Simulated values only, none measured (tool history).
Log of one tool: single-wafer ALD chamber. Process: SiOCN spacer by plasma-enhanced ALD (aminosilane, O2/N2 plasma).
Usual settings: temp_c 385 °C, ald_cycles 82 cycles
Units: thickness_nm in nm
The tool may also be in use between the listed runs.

| run | day | temp_c | ald_cycles | read-back reference wafer on the same gauge, thickness_nm | thickness_nm |
|---|---|---|---|---|---|
| 1 | 0 | 397 | 90 | 4.561 | 5.315 |
| 2 | 1.358 | 397 | 90 | 4.561 | 5.305 |
| 3 | 4.325 | 385 | 82 | 4.554 | 4.816 |
| 4 | 5.108 | 385 | 82 | 4.562 | 4.84 |
| 5 | 6.129 | 385 | 82 | 4.559 | 4.828 |
| 6 | 6.846 | 385 | 82 | 4.556 | 4.815 |
| 7 | 8.196 | 385 | 82 | 4.556 | 4.835 |
| 8 | 9.367 | 385 | 87 | 4.556 | 5.122 |
| 9 | 10.221 | 385 | 87 | 4.553 | 5.159 |
| 10 | 11.475 | 385 | 87 | 4.564 | 5.125 |
| 11 | 12.592 | 385 | 82 | 4.561 | 4.831 |
| 12 | 14.025 | 385 | 82 | 4.56 | 4.846 |
| 13 | 15.171 | 385 | 82 | 4.562 | 4.844 |
| 14 | 16.042 | 385 | 82 | 4.563 | 4.819 |
| 15 | 16.842 | 385 | 82 | 4.562 | 4.844 |
| 16 | 17.579 | 385 | 82 | 4.558 | 4.856 |
| 17 | 18.767 | 385 | 82 | 4.56 | 4.845 |
| 18 | 19.538 | 385 | 90 | 4.56 | 5.315 |
| 19 | 20.458 | 385 | 90 | 4.557 | 5.297 |
| 20 | 21.604 | 385 | 76 | 4.557 | 4.509 |
| 21 | 22.796 | 385 | 82 | 4.557 | 4.845 |
| 22 | 23.75 | 374 | 70 | 4.563 | 4.111 |
| 23 | 24.871 | 385 | 82 | 4.556 | 4.843 |
| 24 | 25.579 | 375 | 76 | 4.56 | 4.471 |
| 25 | 26.821 | 374 | 67 | 4.562 | 3.939 |
| 26 | 27.367 | 385 | 97 | 4.563 | 5.716 |
| 27 | 28.379 | 385 | 82 | 4.56 | 4.81 |
| 28 | 29.238 | 385 | 82 | 4.561 | 4.838 |
| 29 | 30.1 | 399 | 82 | 4.555 | 4.805 |
|  | 30.762 | thermocouple changed; heater temperature recalibrated |
|  | 31.438 | gauge calibrated |
| 30 | 31.571 | 385 | 82 | 4.559 | 4.815 |
| 31 | 33.442 | 375 | 98 | 4.558 | 5.785 |
| 32 | 34.875 | 381 | 94 | 4.558 | 5.547 |
| 33 | 36.254 | 374 | 74 | 4.565 | 4.364 |
| 34 | 37.521 | 376 | 91 | 4.563 | 5.369 |
| 35 | 38.75 | 370 | 71 | 4.562 | 4.176 |
| 36 | 39.338 | 390 | 78 | 4.558 | 4.624 |
| 37 | 40.617 | 385 | 82 | 4.554 | 4.829 |
| 38 | 41.546 | 399 | 67 | 4.564 | 3.949 |
| 39 | 42.558 | 392 | 67 | 4.557 | 3.964 |
| 40 | 43.529 | 390 | 74 | 4.558 | 4.349 |
| 41 | 44.371 | 375 | 77 | 4.559 | 4.557 |

3 ways to go on from here, each from the tool as it stands after run 41. What would each give?
| A | 44.396 | 385 | 82 | ? | ? |
| B | 44.396 | 373 | 77 | ? | ? |
| C | 44.396 | 370 | 67 | ? | ? |

| run | read-back reference wafer on the same gauge, thickness_nm | thickness_nm |
|---|---|---|
| A | 4.555 | 4.848 |
| B | 4.555 | 4.553 |
| C | 4.555 | 3.961 |
Without the tool's hidden state the same runs would have given:
| run | thickness_nm |
|---|---|
| A | 4.848 |
| B | 4.553 |
| C | 3.961 |
